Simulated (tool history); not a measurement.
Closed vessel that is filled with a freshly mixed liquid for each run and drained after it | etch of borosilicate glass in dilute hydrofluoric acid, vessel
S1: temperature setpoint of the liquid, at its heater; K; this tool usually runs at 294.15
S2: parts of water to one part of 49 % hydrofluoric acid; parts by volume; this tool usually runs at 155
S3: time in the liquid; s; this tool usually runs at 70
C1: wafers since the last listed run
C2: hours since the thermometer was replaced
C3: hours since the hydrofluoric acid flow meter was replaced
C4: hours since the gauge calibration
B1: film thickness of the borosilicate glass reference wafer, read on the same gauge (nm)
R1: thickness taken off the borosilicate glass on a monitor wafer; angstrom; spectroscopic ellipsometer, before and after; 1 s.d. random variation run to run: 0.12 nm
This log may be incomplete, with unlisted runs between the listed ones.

run    hour      S1   S2   S3    C1     C2      C3      C4     B1     R1
  1       0  294.15  155   85     0  730.9   795.2     725  89.96  153.9
  2    53.4  294.15  155   85  3658  784.3   848.6   778.4  89.97  151.4
         79  -- thermometer replaced
  3   120.3  292.65  180   70  4514   41.3   915.5   845.3  89.96  106.3
  4   190.9  294.15  155   70  4836  111.9   986.1   915.9  90.05  136.7
  5     258  294.15  155   70  4596    179  1053.2     983     90  136.8
  6   355.2  294.15  155   70  6658  276.2  1150.4  1080.2  89.99  136.7
  7   458.4  294.15  155   90  7069  379.4  1253.6  1183.4  90.02  174.5
  8   515.8  295.65  155   70  3932  436.8    1311  1240.8  89.95  144.6
      519.5  -- gauge calibrated
      550.2  -- hydrofluoric acid flow meter replaced
  9   585.2  294.15  215   70  4685  506.2      35    65.7  89.99   80.5
 10   659.8  294.15  105   85  5110  580.8   109.6   140.3     90  226.2
 11   756.8  294.15  105   70  6644  677.8   206.6   237.3  89.98  187.1
      804.1  -- thermometer replaced
 12   808.3  294.15  155   70  3459    4.2   258.1   288.8  89.99  126.8
 13   866.5  296.65  130  110  3986   62.4   316.3     347  90.03  262.3
 14   966.1  290.15  100   50  6823    162   415.9   446.6  89.99  124.9
 15  1039.6  294.15  155   70  5035  235.5   489.4   520.1     90  125.7

Here are 5 independent what-if runs from the current tool condition. What would each one return?
  A  1040.3  294.15  155  105  47  236.2  490.1  520.8   ?   ?
  B  1040.3  296.65  155   80  47  236.2  490.1  520.8   ?   ?
  C  1040.3  296.15  155   70  47  236.2  490.1  520.8   ?   ?
  D  1040.3  296.15   75   95  47  236.2  490.1  520.8   ?   ?
  E  1040.3  294.15  180   70  47  236.2  490.1  520.8   ?   ?

run  B1     R1
  A  90    188
  B  90    158
  C  90  135.6
  D  90  415.5
  E  90  105.3
Had the tool no hidden state, the same runs would have come out as:
run     R1
  A  179.7
  B  150.9
  C  129.5
  D    399
  E  100.5

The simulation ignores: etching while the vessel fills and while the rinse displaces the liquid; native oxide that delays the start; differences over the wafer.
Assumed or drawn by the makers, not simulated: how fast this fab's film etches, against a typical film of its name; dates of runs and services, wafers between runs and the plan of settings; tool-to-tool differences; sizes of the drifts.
